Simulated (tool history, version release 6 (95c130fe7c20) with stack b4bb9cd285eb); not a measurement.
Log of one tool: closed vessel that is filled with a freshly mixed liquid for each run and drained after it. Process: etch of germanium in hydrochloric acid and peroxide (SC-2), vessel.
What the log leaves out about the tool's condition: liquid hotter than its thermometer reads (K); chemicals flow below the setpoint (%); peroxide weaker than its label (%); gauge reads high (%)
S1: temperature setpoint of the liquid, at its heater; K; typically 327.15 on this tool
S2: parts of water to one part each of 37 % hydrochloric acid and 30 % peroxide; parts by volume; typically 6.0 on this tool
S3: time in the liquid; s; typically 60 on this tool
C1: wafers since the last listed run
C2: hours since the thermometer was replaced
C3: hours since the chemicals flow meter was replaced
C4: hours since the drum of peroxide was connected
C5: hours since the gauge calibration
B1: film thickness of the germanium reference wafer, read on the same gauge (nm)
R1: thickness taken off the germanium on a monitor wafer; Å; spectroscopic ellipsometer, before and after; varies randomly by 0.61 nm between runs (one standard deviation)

| run | hour | S1 | S2 | S3 | C1 | C2 | C3 | C4 | C5 | B1 | R1 |
|---|---|---|---|---|---|---|---|---|---|---|---|
| 1 | 0.0 | 320.65 | 6.0 | 60 | 0 | 1550.4 | 632.0 | 243.2 | 1156.7 | 144.73 | 1027.1 |
| 2 | 50.1 | 320.65 | 6.0 | 60 | 3209 | 1600.5 | 682.1 | 293.3 | 1206.8 | 144.76 | 1018.2 |
| 3 | 96.1 | 320.65 | 6.0 | 60 | 2947 | 1646.5 | 728.1 | 339.3 | 1252.8 | 144.84 | 1016.3 |
| 4 | 139.5 | 327.15 | 8.0 | 60 | 2780 | 1689.9 | 771.5 | 382.7 | 1296.2 | 144.89 | 1239.2 |
| 5 | 177.5 | 327.15 | 8.0 | 60 | 2434 | 1727.9 | 809.5 | 420.7 | 1334.2 | 144.99 | 1234.0 |
| 6 | 280.9 | 327.15 | 8.0 | 60 | 6624 | 1831.3 | 912.9 | 524.1 | 1437.6 | 145.05 | 1240.9 |
| 7 | 366.1 | 327.15 | 6.0 | 75 | 5458 | 1916.5 | 998.1 | 609.3 | 1522.8 | 145.10 | 1571.0 |
| 8 | 402.2 | 327.15 | 6.0 | 75 | 2312 | 1952.6 | 1034.2 | 645.4 | 1558.9 | 145.16 | 1561.9 |
|  | 408.8 | new drum of peroxide connected |
| 9 | 499.6 | 327.15 | 6.0 | 75 | 6176 | 2050.0 | 1131.6 | 90.8 | 1656.3 | 145.23 | 1567.3 |
| 10 | 547.4 | 327.15 | 7.5 | 60 | 3062 | 2097.8 | 1179.4 | 138.6 | 1704.1 | 145.24 | 1246.3 |
|  | 570.0 | chemicals flow meter replaced |
|  | 609.5 | gauge calibrated |
| 11 | 624.6 | 327.15 | 7.5 | 60 | 4882 | 2175.0 | 54.6 | 215.8 | 15.1 | 139.96 | 1185.5 |
| 12 | 694.5 | 327.15 | 7.5 | 60 | 4478 | 2244.9 | 124.5 | 285.7 | 85.0 | 140.57 | 1218.7 |
| 13 | 763.2 | 322.65 | 4.0 | 75 | 4401 | 2313.6 | 193.2 | 354.4 | 153.7 | 141.16 | 1338.4 |
|  | 775.5 | thermometer replaced |
| 14 | 846.7 | 322.65 | 4.0 | 35 | 5285 | 71.2 | 276.7 | 437.9 | 237.2 | 141.71 | 624.7 |
| 15 | 910.4 | 333.65 | 9.0 | 30 | 4081 | 134.9 | 340.4 | 501.6 | 300.9 | 142.16 | 728.7 |
| 16 | 949.6 | 327.15 | 6.0 | 60 | 2511 | 174.1 | 379.6 | 540.8 | 340.1 | 142.36 | 1245.4 |
| 17 | 999.9 | 317.15 | 7.0 | 50 | 3222 | 224.4 | 429.9 | 591.1 | 390.4 | 142.65 | 741.1 |
|  | 1042.4 | new drum of peroxide connected |
| 18 | 1075.8 | 318.15 | 6.0 | 80 | 4798 | 300.3 | 505.8 | 33.4 | 466.3 | 142.97 | 1233.4 |
| 19 | 1121.0 | 322.65 | 7.5 | 50 | 2895 | 345.5 | 551.0 | 78.6 | 511.5 | 143.22 | 885.3 |
| 20 | 1223.4 | 327.15 | 8.0 | 60 | 6560 | 447.9 | 653.4 | 181.0 | 613.9 | 143.63 | 1220.6 |
| 21 | 1281.1 | 327.15 | 6.0 | 45 | 3696 | 505.6 | 711.1 | 238.7 | 671.6 | 143.78 | 935.2 |
| 22 | 1354.5 | 327.15 | 4.0 | 40 | 4702 | 579.0 | 784.5 | 312.1 | 745.0 | 143.98 | 838.8 |
| 23 | 1461.2 | 327.15 | 8.0 | 60 | 6836 | 685.7 | 891.2 | 418.8 | 851.7 | 144.32 | 1232.1 |
| 24 | 1512.0 | 320.15 | 6.0 | 75 | 3254 | 736.5 | 942.0 | 469.6 | 902.5 | 144.40 | 1250.0 |
| 25 | 1553.3 | 321.15 | 6.0 | 60 | 2646 | 777.8 | 983.3 | 510.9 | 943.8 | 144.50 | 1037.5 |

What the log doesn't show, run by run:
liquid hotter than its thermometer reads (K): 0 at every run
chemicals flow below the setpoint (%): 0 at every run
peroxide weaker than its label (%): 0 at every run
H1: gauge reads high (%)
| run | H1 |
|---|---|
| 1 | 3.38 |
| 2 | 3.43 |
| 3 | 3.47 |
| 4 | 3.51 |
| 5 | 3.54 |
| 6 | 3.61 |
| 7 | 3.66 |
| 8 | 3.68 |
| 9 | 3.73 |
| 10 | 3.75 |
| 11 | -0.0232 |
| 12 | 0.43 |
| 13 | 0.826 |
| 14 | 1.25 |
| 15 | 1.54 |
| 16 | 1.7 |
| 17 | 1.89 |
| 18 | 2.15 |
| 19 | 2.29 |
| 20 | 2.58 |
| 21 | 2.72 |
| 22 | 2.88 |
| 23 | 3.07 |
| 24 | 3.16 |
| 25 | 3.22 |

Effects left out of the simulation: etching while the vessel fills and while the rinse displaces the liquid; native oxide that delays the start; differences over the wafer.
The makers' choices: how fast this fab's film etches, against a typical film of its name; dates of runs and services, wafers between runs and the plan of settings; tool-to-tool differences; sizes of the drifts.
